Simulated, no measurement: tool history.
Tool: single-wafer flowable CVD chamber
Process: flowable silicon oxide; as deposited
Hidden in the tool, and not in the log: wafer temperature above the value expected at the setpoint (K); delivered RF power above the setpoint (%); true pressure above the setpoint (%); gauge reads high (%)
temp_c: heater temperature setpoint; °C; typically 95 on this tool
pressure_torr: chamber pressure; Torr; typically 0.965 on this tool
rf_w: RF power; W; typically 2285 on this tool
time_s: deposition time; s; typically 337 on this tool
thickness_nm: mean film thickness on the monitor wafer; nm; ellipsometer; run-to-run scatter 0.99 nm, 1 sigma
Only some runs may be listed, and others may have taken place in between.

run    hour  temp_c  pressure_torr  rf_w  time_s  wafers since the last listed run  hours since the last thermocouple change  hours since the last RF generator calibration  hours since the last manometer calibration  hours since the showerhead was replaced  hours since the gauge calibration  read-back reference wafer on the same gauge, thickness_nm  thickness_nm
  1     0.0      95          0.965  2285     380                                 0                                     885.5                                          698.0                                      2795.3                                   7244.2                             1556.2                                                    279.133       363.141
  2    55.2      95          0.965  2285     380                               343                                     940.7                                          753.2                                      2850.5                                   7299.4                             1611.4                                                    278.609       363.133
  3   159.6      95          0.808  2285     337                               649                                    1045.1                                          857.6                                      2954.9                                   7403.8                             1715.8                                                    279.123       269.255
  4   225.9      95          0.808  2285     337                               412                                    1111.4                                          923.9                                      3021.2                                   7470.1                             1782.1                                                    279.281       269.701
  5   294.9      95          0.808  2285     337                               429                                    1180.4                                          992.9                                      3090.2                                   7539.1                             1851.1                                                    279.560       269.179
      354.5  -- capacitance manometer re-zeroed and calibrated
  6   372.2      90          0.965  2285     337                               431                                    1257.7                                         1070.2                                        17.7                                   7616.4                             1928.4                                                    278.862       375.306
      388.7  -- thermocouple changed; heater temperature recalibrated
  7   436.3      95          0.965  2285     337                               349                                      47.6                                         1134.3                                        81.8                                   7680.5                             1992.5                                                    279.044       321.660
      457.1  -- showerhead replaced
  8   512.9      95          1.096  2045     337                               427                                     124.2                                         1210.9                                       158.4                                     55.8                             2069.1                                                    278.954       352.184
  9   595.7      95          0.729  2715     337                               515                                     207.0                                         1293.7                                       241.2                                    138.6                             2151.9                                                    278.852       250.915
 10   686.3      95          0.965  2285     337                               564                                     297.6                                         1384.3                                       331.8                                    229.2                             2242.5                                                    279.060       321.067
 11   749.1      99          1.126  2285     290                               390                                     360.4                                         1447.1                                       394.6                                    292.0                             2305.3                                                    279.267       285.264
      852.1  -- RF generator calibrated
 12   852.6      95          0.965  2285     337                               594                                     463.9                                            0.5                                       498.1                                    395.5                             2408.8                                                    278.877       322.618
 13   887.9      95          0.965  2050     337                               219                                     499.2                                           35.8                                       533.4                                    430.8                             2444.1                                                    279.158       312.856
 14   924.9      95          1.158  2125     289                               230                                     536.2                                           72.8                                       570.4                                    467.8                             2481.1                                                    278.939       323.731
 15   967.3      95          0.965  2145     337                               263                                     578.6                                          115.2                                       612.8                                    510.2                             2523.5                                                    279.198       317.955
 16  1050.1      95          0.867  2470     396                               515                                     661.4                                          198.0                                       695.6                                    593.0                             2606.3                                                    278.784       346.842
 17  1125.2      95          0.892  2405     337                               467                                     736.5                                          273.1                                       770.7                                    668.1                             2681.4                                                    278.813       301.972
     1142.8  -- gauge calibrated
 18  1227.7      90          0.965  2495     337                               638                                     839.0                                          375.6                                       873.2                                    770.6                               84.9                                                    278.994       381.641
 19  1280.8      95          0.965  2285     337                               330                                     892.1                                          428.7                                       926.3                                    823.7                              138.0                                                    279.214       321.461
 20  1369.3      95          0.965  2605     337                               550                                     980.6                                          517.2                                      1014.8                                    912.2                              226.5                                                    278.971       329.286
 21  1440.5      95          0.775  1880     337                               443                                    1051.8                                          588.4                                      1086.0                                    983.4                              297.7                                                    278.440       241.017
 22  1524.5      95          1.042  2285     308                               522                                    1135.8                                          672.4                                      1170.0                                   1067.4                              381.7                                                    278.844       317.317
 23  1592.3      85          1.097  2135     295                               422                                    1203.6                                          740.2                                      1237.8                                   1135.2                              449.5                                                    278.664       417.810
 24  1644.1      83          0.965  2170     337                               322                                    1255.4                                          792.0                                      1289.6                                   1187.0                              501.3                                                    278.907       443.008
 25  1692.5     106          0.800  2285     286                               301                                    1303.8                                          840.4                                      1338.0                                   1235.4                              549.7                                                    278.950       164.073
 26  1750.5      95          0.965  2285     337                               361                                    1361.8                                          898.4                                      1396.0                                   1293.4                              607.7                                                    279.322       320.500
 27  1823.0      85          0.771  2095     276                               451                                    1434.3                                          970.9                                      1468.5                                   1365.9                              680.2                                                    279.027       271.608
 28  1904.7      95          1.101  2495     403                               508                                    1516.0                                         1052.6                                      1550.2                                   1447.6                              761.9                                                    278.975       448.592
     1971.1  -- thermocouple changed; heater temperature recalibrated
 29  1977.7     101          0.965  2285     359                               404                                       6.6                                         1125.6                                      1623.2                                   1520.6                              834.9                                                    278.806       288.825

Branching from run 29: 3 alternative next runs. What would each branch give?
  A  1978.2      95          0.965  2285     337                                 3                                       7.1                                         1126.1                                      1623.7                                   1521.1                              835.4                                                          ?             ?
  B  1978.2      95          0.965  2285     292                                 3                                       7.1                                         1126.1                                      1623.7                                   1521.1                              835.4                                                          ?             ?
  C  1978.2      88          0.965  2545     385                                 3                                       7.1                                         1126.1                                      1623.7                                   1521.1                              835.4                                                          ?             ?

run  read-back reference wafer on the same gauge, thickness_nm  thickness_nm
  A                                                    279.052       324.084
  B                                                    279.052       280.809
  C                                                    279.052       463.075
Take away the tool's hidden state, keep each run's random variation, and the runs would have read:
run  thickness_nm
  A       324.084
  B       280.809
  C       463.075
